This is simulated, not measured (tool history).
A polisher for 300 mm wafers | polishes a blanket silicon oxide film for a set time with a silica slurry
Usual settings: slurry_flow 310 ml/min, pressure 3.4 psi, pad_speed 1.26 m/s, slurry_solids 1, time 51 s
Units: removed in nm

run     day  slurry_flow  pressure  pad_speed  slurry_solids  time  wafers since the last listed run  wafers polished on this pad  hours since the slurry nozzle was cleaned  hours since the head pressure was calibrated  hours since the slurry blender was calibrated  hours since the conditioning disc was replaced  incoming thickness of the incoming film, nm  removed
  1       0          310       3.4       1.26              1    51                                 0                           44                                      569.9                                        1207.7                                          118.7                                            70.3                                        929.6    126.6
      4.096  -- slurry blender recalibrated
  2     4.4          310       3.4       1.26              1    51                               933                          977                                      675.5                                        1313.3                                            7.3                                           175.9                                        948.1    105.6
  3   5.083          310       3.4       1.26              1    51                               147                         1125                                      691.9                                        1329.7                                           23.7                                           192.3                                        923.8      105
      5.671  -- worn pad replaced by a new one
  4    5.85          310       3.4       1.26              1    51                               129                           39                                      710.3                                        1348.1                                           42.1                                           210.7                                        922.2    104.1
  5   7.133          310       3.4       1.26            0.9    42                               277                          316                                      741.1                                        1378.9                                           72.9                                           241.5                                        912.5     77.2
  6   7.671          310       3.4       1.26            0.9    42                               116                          432                                        754                                        1391.8                                           85.8                                           254.4                                        932.1     74.4
  7    8.25          310       3.4       1.26              1    51                               125                          557                                      767.9                                        1405.7                                           99.7                                           268.3                                        929.5     97.3
  8   9.704          310       3.4       1.26              1    51                               314                          872                                      802.8                                        1440.6                                          134.6                                           303.2                                        942.9     94.7
     11.083  -- slurry blender recalibrated, repeated, since the last time left the tool worse
  9  11.104          310       3.4       1.26              1    51                               284                         1156                                      836.4                                        1474.2                                            0.5                                           336.8                                        931.1    132.8
     11.592  -- conditioning disc replaced and pad reconditioned
 10  11.612          310       3.4       1.26              1    51                                91                         1248                                      848.6                                        1486.4                                           12.7                                             0.5                                        911.7    130.5
     13.029  -- slurry nozzle cleaned
     13.112  -- worn pad replaced by a new one
     14.742  -- head pressure recalibrated
 11  14.921          310       3.4       1.26              1    51                               670                          373                                       45.4                                           4.3                                           92.1                                            79.9                                        916.1    125.2
 12  15.554          310       3.4       1.02              1    51                               136                          509                                       60.6                                          19.5                                          107.3                                            95.1                                        925.2    113.1
 13  16.758          265       2.6       1.26              1    51                               260                          770                                       89.5                                          48.4                                          136.2                                             124                                        921.9     96.1
 14  18.225          240       3.4       1.04           1.15    33                               317                         1087                                      124.7                                          83.6                                          171.4                                           159.2                                        930.6       73
 15  19.258          265       3.4       0.96              1    51                               223                         1310                                      149.5                                         108.4                                          196.2                                             184                                        921.9     96.4
     20.046  -- slurry blender recalibrated
 16  20.175          375       4.3        1.6              1    51                               180                         1491                                      171.5                                         130.4                                            3.1                                             206                                        925.3    198.1
     20.567  -- worn pad replaced by a new one
 17  20.975          310       3.4       1.26              1    58                               136                           88                                      190.7                                         149.6                                           22.3                                           225.2                                        921.7    150.1
 18  21.742          310       3.4       1.26            0.7    51                               165                          254                                      209.1                                           168                                           40.7                                           243.6                                        940.1    103.7
 19  22.254          375       4.3        1.6              1    51                               110                          364                                      221.4                                         180.3                                             53                                           255.9                                        935.3      192
 20  22.883          310       3.4       1.26              1    51                               136                          501                                      236.5                                         195.4                                           68.1                                             271                                        936.4    126.7
 21    24.2          385       3.4        0.9              1    36                               284                          785                                      268.1                                           227                                           99.7                                           302.6                                        921.4     72.8
 22  25.221          200       3.9       1.26            0.7    51                               220                         1006                                      292.6                                         251.5                                          124.2                                           327.1                                        932.1    109.5
 23  26.092          390       3.4       1.26              1    61                               188                         1194                                      313.5                                         272.4                                          145.1                                             348                                        947.2    151.5
 24  26.633          410       3.4       1.12           1.25    68                               117                         1311                                      326.5                                         285.4                                          158.1                                             361                                        923.5    173.1
     27.108  -- slurry blender recalibrated
     27.188  -- worn pad replaced by a new one
 25  27.867          310       3.4       1.26              1    51                               231                          146                                      356.1                                           315                                           18.2                                           390.6                                        933.2      132

What the log doesn't show, run by run:
removal rate lost through wear of the pad, %: 0 in every run
slurry flow missing at the pad, %: 0 in every run
deviation of the head's pressure from its setpoint, %: 0 in every run
time polished since the conditioner stopped cutting, s: 0 in every run
H1: abrasive missing from the slurry, %
run    H1
  1  10.5
  2  30.4
  3  31.8
  4  33.4
  5    36
  6  37.1
  7  38.3
  8  41.3
  9  1.95
 10     3
 11  9.81
 12  11.1
 13  13.6
 14  16.6
 15  18.7
 16  1.82
 17  3.47
 18  5.05
 19  6.11
 20   7.4
 21  10.1
 22  12.2
 23    14
 24  15.1
 25  1.77
